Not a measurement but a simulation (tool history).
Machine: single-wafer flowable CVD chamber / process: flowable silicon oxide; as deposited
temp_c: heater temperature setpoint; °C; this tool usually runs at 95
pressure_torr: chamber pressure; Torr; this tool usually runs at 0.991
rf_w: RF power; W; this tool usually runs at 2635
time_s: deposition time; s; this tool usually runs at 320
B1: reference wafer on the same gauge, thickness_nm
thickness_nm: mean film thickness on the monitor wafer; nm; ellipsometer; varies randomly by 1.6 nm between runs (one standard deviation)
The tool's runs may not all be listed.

Run 1, hour 0.0: usual settings; B1 410.576. Result: thickness_nm 344.402 nm.
Run 2, hour 17.1: usual settings; B1 410.622. Result: thickness_nm 346.706 nm.
Run 3, hour 27.6: usual settings; B1 410.776. Result: thickness_nm 344.188 nm.
Run 4, hour 43.3: usual settings; B1 411.120. Result: thickness_nm 343.494 nm.
Run 5, hour 52.0: usual settings but pressure_torr 1.131 Torr, rf_w 2915 W; B1 410.834. Result: thickness_nm 394.437 nm.
Run 6, hour 66.3: usual settings but pressure_torr 1.131 Torr, rf_w 2915 W; B1 411.008. Result: thickness_nm 395.836 nm.
Run 7, hour 81.1: usual settings but pressure_torr 1.131 Torr, rf_w 2915 W; B1 411.262. Result: thickness_nm 397.990 nm.
At hour 99.2: capacitance manometer re-zeroed and calibrated.
Run 8, hour 99.7: usual settings but rf_w 2220 W; B1 410.894. Result: thickness_nm 320.047 nm.
At hour 113.2: thermocouple changed; heater temperature recalibrated.
Run 9, hour 113.7: usual settings but pressure_torr 1.135 Torr; B1 411.541. Result: thickness_nm 374.327 nm.
Run 10, hour 125.2: usual settings but pressure_torr 1.167 Torr; B1 411.014. Result: thickness_nm 387.296 nm.
At hour 142.7: showerhead replaced.
Run 11, hour 143.2: usual settings but pressure_torr 1.167 Torr; B1 410.963. Result: thickness_nm 387.729 nm.
Run 12, hour 158.9: usual settings; B1 411.501. Result: thickness_nm 325.841 nm.
At hour 171.3: capacitance manometer re-zeroed and calibrated, repeated, since the last time left the tool worse.
At hour 202.6: RF generator calibrated.
Run 13, hour 203.1: usual settings but pressure_torr 1.131 Torr, rf_w 2915 W; B1 411.176. Result: thickness_nm 415.829 nm.
Run 14, hour 212.5: usual settings but temp_c 85 °C; B1 411.369. Result: thickness_nm 518.351 nm.
Run 15, hour 227.2: usual settings; B1 410.719. Result: thickness_nm 361.856 nm.
At hour 235.0: gauge calibrated.
Run 16, hour 241.2: usual settings but pressure_torr 1.238 Torr, rf_w 2370 W; B1 410.946. Result: thickness_nm 443.616 nm.
Run 17, hour 249.0: usual settings but temp_c 83 °C; B1 411.405. Result: thickness_nm 550.376 nm.
Run 18, hour 260.0: usual settings; B1 410.601. Result: thickness_nm 365.302 nm.
Run 19, hour 272.7: usual settings but temp_c 99 °C, pressure_torr 0.928 Torr, time_s 342 s; B1 411.124. Result: thickness_nm 313.349 nm.
Run 20, hour 284.4: usual settings but rf_w 2370 W, time_s 340 s; B1 411.075. Result: thickness_nm 380.441 nm.
Run 21, hour 297.5: usual settings but time_s 381 s; B1 411.105. Result: thickness_nm 434.621 nm.
Run 22, hour 309.0: usual settings but temp_c 86 °C, pressure_torr 0.849 Torr, rf_w 2800 W, time_s 275 s; B1 410.986. Result: thickness_nm 371.797 nm.

Subtracting, for every run, the result it would have given without the tool's unlogged condition from the measured result gives the following. The same run-to-run variation enters both numbers; the gauge's scatter may not:
The tool's hidden condition here consists of: wafer temperature above the value expected at the setpoint (K); delivered RF power above the setpoint (%); true pressure above the setpoint (%); gauge reads high (%).
run  thickness_nm
  1       -19.848
  2       -20.637
  3       -20.892
  4       -21.461
  5       -22.829
  6       -23.509
  7       -24.269
  8       -36.667
  9       -40.092
 10       -40.442
 11       -40.511
 12       -37.390
 13        -3.381
 14        -4.627
 15        -3.252
 16        -3.674
 17        -5.015
 18        -3.357
 19        -2.911
 20        -3.576
 21        -4.143
 22        -3.773

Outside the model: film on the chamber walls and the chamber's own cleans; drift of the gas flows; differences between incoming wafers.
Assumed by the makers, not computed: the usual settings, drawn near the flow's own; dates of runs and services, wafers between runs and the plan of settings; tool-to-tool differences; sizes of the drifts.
